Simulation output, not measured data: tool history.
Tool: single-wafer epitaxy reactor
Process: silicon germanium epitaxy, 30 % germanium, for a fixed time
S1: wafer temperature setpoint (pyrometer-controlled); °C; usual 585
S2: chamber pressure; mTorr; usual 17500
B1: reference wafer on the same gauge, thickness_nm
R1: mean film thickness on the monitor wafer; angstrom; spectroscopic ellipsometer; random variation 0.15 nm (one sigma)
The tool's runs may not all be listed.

run 1 day=0 | S1=585 S2=17500 | B1=46.659 | R1=472.95
run 2 day=1.908 | S1=585 S2=20200 | B1=46.561 | R1=485.89
run 3 day=3.467 | S1=585 S2=20200 | B1=46.593 | R1=486.77
run 4 day=5.233 | S1=585 S2=20200 | B1=46.591 | R1=489.93
run 5 day=7.267 | S1=585 S2=17500 | B1=46.609 | R1=473.61
run 6 day=9.579 | S1=585 S2=18400 | B1=46.613 | R1=478.76
run 7 day=10.708 | S1=585 S2=18400 | B1=46.602 | R1=478.76
run 8 day=13.017 | S1=585 S2=18400 | B1=46.705 | R1=477.05
-- day=14.883 capacitance manometer re-zeroed and calibrated
run 9 day=15.604 | S1=585 S2=17500 | B1=46.667 | R1=472.89
run 10 day=17.275 | S1=585 S2=20900 | B1=46.571 | R1=497.62
run 11 day=23.008 | S1=578 S2=13300 | B1=46.594 | R1=386.11

The next listed run, before its measurement:
run 12 day=24.817 | S1=585 S2=17500 | B1=? | R1=?

{"run 12": {"B1": 46.652, "R1": 474.11}}
Without the tool's hidden state the same run would have given R1 450.52 angstrom.
